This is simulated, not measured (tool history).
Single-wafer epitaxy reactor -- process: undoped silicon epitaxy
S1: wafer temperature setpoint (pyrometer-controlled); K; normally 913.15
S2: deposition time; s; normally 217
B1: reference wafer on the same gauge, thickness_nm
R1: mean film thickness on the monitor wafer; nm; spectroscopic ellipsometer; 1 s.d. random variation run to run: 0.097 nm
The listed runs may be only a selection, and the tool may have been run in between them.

run   hour      S1   S2      B1      R1
  1      0  913.15  217  25.895  31.443
  2   31.7  913.15  217  25.876  31.565
  3   81.5  913.15  217  25.881   31.71
  4  147.4  908.15  217  25.882  27.842
     205.4  -- pyrometer calibrated
  5  205.9  908.15  217   25.91  26.885
  6    226  913.15  217  25.933  30.637
  7  266.6  913.15  217  25.902  30.941
  8  335.1  913.15  217  25.903  30.584
     366.3  -- gauge calibrated
  9  379.5  922.15  217  25.874  38.709
 10  427.6  925.15  257  25.896  49.391
 11  468.6  902.15  217  25.883  23.301
 12  509.1  913.15  193  25.912  27.481
 13    569  913.15  243  25.905  34.561
 14  633.2  913.15  217  25.863  31.047
 15  657.7  898.15  197  25.874  19.172

Forecast each of these 3 alternatives for the next run:
  A  658.2  913.15  217   ?   ?
  B  658.2  903.15  179   ?   ?
  C  658.2  913.15  184   ?   ?

run      B1      R1
  A  25.915  31.036
  B  25.915  19.804
  C  25.915  26.317
With no hidden state in the tool, these same runs would have given:
run      R1
  A  30.652
  B  19.553
  C  25.991
